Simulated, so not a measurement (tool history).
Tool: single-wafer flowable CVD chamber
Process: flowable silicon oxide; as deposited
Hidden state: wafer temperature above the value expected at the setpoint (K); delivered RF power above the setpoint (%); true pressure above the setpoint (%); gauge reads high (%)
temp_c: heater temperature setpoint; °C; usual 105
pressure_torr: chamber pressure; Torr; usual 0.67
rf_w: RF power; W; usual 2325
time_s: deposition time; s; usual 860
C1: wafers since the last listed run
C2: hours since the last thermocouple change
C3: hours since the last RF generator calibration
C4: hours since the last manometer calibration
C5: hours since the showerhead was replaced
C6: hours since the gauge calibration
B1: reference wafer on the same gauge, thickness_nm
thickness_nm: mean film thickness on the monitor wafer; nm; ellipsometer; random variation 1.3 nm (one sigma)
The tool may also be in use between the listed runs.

run 1 hour=0 | temp_c=105 pressure_torr=0.67 rf_w=2325 time_s=860 | C1=0 C2=1394.8 C3=932 C4=1730.5 C5=4824.4 C6=1062.3 | B1=400.152 | thickness_nm=365.648
run 2 hour=59.3 | temp_c=105 pressure_torr=0.67 rf_w=2325 time_s=860 | C1=176 C2=1454.1 C3=991.3 C4=1789.8 C5=4883.7 C6=1121.6 | B1=399.652 | thickness_nm=367.151
run 3 hour=94.1 | temp_c=105 pressure_torr=0.67 rf_w=2325 time_s=860 | C1=103 C2=1488.9 C3=1026.1 C4=1824.6 C5=4918.5 C6=1156.4 | B1=399.797 | thickness_nm=366.133
run 4 hour=289.9 | temp_c=105 pressure_torr=0.67 rf_w=2325 time_s=860 | C1=582 C2=1684.7 C3=1221.9 C4=2020.4 C5=5114.3 C6=1352.2 | B1=400.057 | thickness_nm=369.084
run 5 hour=361.1 | temp_c=105 pressure_torr=0.67 rf_w=2325 time_s=860 | C1=211 C2=1755.9 C3=1293.1 C4=2091.6 C5=5185.5 C6=1423.4 | B1=400.37 | thickness_nm=366.286
-- hour=410.5 capacitance manometer re-zeroed and calibrated
run 6 hour=417.2 | temp_c=105 pressure_torr=0.67 rf_w=2325 time_s=860 | C1=143 C2=1812 C3=1349.2 C4=6.7 C5=5241.6 C6=1479.5 | B1=400.039 | thickness_nm=352.573
run 7 hour=468.1 | temp_c=105 pressure_torr=0.67 rf_w=2020 time_s=860 | C1=151 C2=1862.9 C3=1400.1 C4=57.6 C5=5292.5 C6=1530.4 | B1=400.297 | thickness_nm=346.339
run 8 hour=649 | temp_c=105 pressure_torr=0.67 rf_w=2020 time_s=860 | C1=538 C2=2043.8 C3=1581 C4=238.5 C5=5473.4 C6=1711.3 | B1=400.034 | thickness_nm=348.798
run 9 hour=715.1 | temp_c=105 pressure_torr=0.67 rf_w=2020 time_s=860 | C1=196 C2=2109.9 C3=1647.1 C4=304.6 C5=5539.5 C6=1777.4 | B1=400.244 | thickness_nm=351.612
-- hour=734.8 gauge calibrated
run 10 hour=764 | temp_c=105 pressure_torr=0.67 rf_w=2615 time_s=860 | C1=145 C2=2158.8 C3=1696 C4=353.5 C5=5588.4 C6=29.2 | B1=400.014 | thickness_nm=364.576
-- hour=811.2 showerhead replaced
run 11 hour=822.6 | temp_c=105 pressure_torr=0.67 rf_w=2615 time_s=860 | C1=150 C2=2217.4 C3=1754.6 C4=412.1 C5=11.4 C6=87.8 | B1=400.06 | thickness_nm=365.085
run 12 hour=891.3 | temp_c=105 pressure_torr=0.83 rf_w=2470 time_s=860 | C1=204 C2=2286.1 C3=1823.3 C4=480.8 C5=80.1 C6=156.5 | B1=399.914 | thickness_nm=452.789
run 13 hour=927.5 | temp_c=113 pressure_torr=0.515 rf_w=2565 time_s=692 | C1=107 C2=2322.3 C3=1859.5 C4=517 C5=116.3 C6=192.7 | B1=400.337 | thickness_nm=181.13
-- hour=1024.5 thermocouple changed; heater temperature recalibrated
run 14 hour=1103.7 | temp_c=113 pressure_torr=0.598 rf_w=2325 time_s=860 | C1=500 C2=79.2 C3=2035.7 C4=693.2 C5=292.5 C6=368.9 | B1=399.769 | thickness_nm=258.458
run 15 hour=1137.2 | temp_c=105 pressure_torr=0.67 rf_w=2325 time_s=860 | C1=99 C2=112.7 C3=2069.2 C4=726.7 C5=326 C6=402.4 | B1=399.887 | thickness_nm=363.585
-- hour=1160.1 RF generator calibrated
run 16 hour=1195.5 | temp_c=105 pressure_torr=0.67 rf_w=2325 time_s=860 | C1=149 C2=171 C3=35.4 C4=785 C5=384.3 C6=460.7 | B1=399.762 | thickness_nm=361.869
run 17 hour=1297 | temp_c=112 pressure_torr=0.67 rf_w=2685 time_s=860 | C1=302 C2=272.5 C3=136.9 C4=886.5 C5=485.8 C6=562.2 | B1=400.324 | thickness_nm=304.477
run 18 hour=1336.8 | temp_c=105 pressure_torr=0.67 rf_w=2325 time_s=793 | C1=118 C2=312.3 C3=176.7 C4=926.3 C5=525.6 C6=602 | B1=400.066 | thickness_nm=334.954
run 19 hour=1371 | temp_c=114 pressure_torr=0.834 rf_w=2325 time_s=1006 | C1=101 C2=346.5 C3=210.9 C4=960.5 C5=559.8 C6=636.2 | B1=399.988 | thickness_nm=412.171

Run 20 comes next. What will it give?
run 20 hour=1435.9 | temp_c=90 pressure_torr=0.67 rf_w=2325 time_s=860 | C1=193 C2=411.4 C3=275.8 C4=1025.4 C5=624.7 C6=701.1 | B1=? | thickness_nm=?

Run 20 gave B1 399.741, thickness_nm 565.055 nm.
Without the tool's hidden state the same run would have given thickness_nm 543.127 nm.
